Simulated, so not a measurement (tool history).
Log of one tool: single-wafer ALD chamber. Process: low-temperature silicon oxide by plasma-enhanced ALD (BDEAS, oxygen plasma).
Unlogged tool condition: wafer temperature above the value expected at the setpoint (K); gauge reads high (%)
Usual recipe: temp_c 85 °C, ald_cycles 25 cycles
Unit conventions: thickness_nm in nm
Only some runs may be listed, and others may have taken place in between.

run	hour	temp_c	ald_cycles	wafers since the last listed run	hours since the last thermocouple change	hours since the gauge calibration	read-back reference wafer on the same gauge, thickness_nm	thickness_nm
1	0.0	85	25	0	1907.7	292.5	3.301	3.559
2	12.9	85	25	78	1920.6	305.4	3.302	3.550
3	46.4	85	25	204	1954.1	338.9	3.298	3.557
4	75.4	85	25	176	1983.1	367.9	3.299	3.563
5	108.2	85	25	200	2015.9	400.7	3.303	3.568
6	141.5	85	25	203	2049.2	434.0	3.300	3.559
# hour 147.7: gauge calibrated
7	172.0	85	25	186	2079.7	24.3	3.302	3.543
8	186.6	76	25	89	2094.3	38.9	3.300	3.654
9	218.9	76	25	197	2126.6	71.2	3.303	3.665
10	232.9	76	25	85	2140.6	85.2	3.299	3.650
# hour 266.0: thermocouple changed; heater temperature recalibrated
11	266.5	85	22	156	0.5	118.8	3.302	3.129
12	299.5	78	30	201	33.5	151.8	3.299	4.363
13	332.4	85	25	200	66.4	184.7	3.298	3.568
14	353.6	70	29	129	87.6	205.9	3.296	4.326
15	370.6	85	28	103	104.6	222.9	3.297	3.983
16	393.2	85	25	137	127.2	245.5	3.299	3.573
17	428.3	71	23	214	162.3	280.6	3.297	3.402
18	447.7	70	20	118	181.7	300.0	3.297	2.962
19	465.2	85	25	106	199.2	317.5	3.299	3.561
20	488.7	78	28	143	222.7	341.0	3.300	4.075

Exercise: give the hidden state of the tool at every run:
wafer temperature above the value expected at the setpoint (K): 0, the same for each run
gauge reads high (%): 0, the same for each run
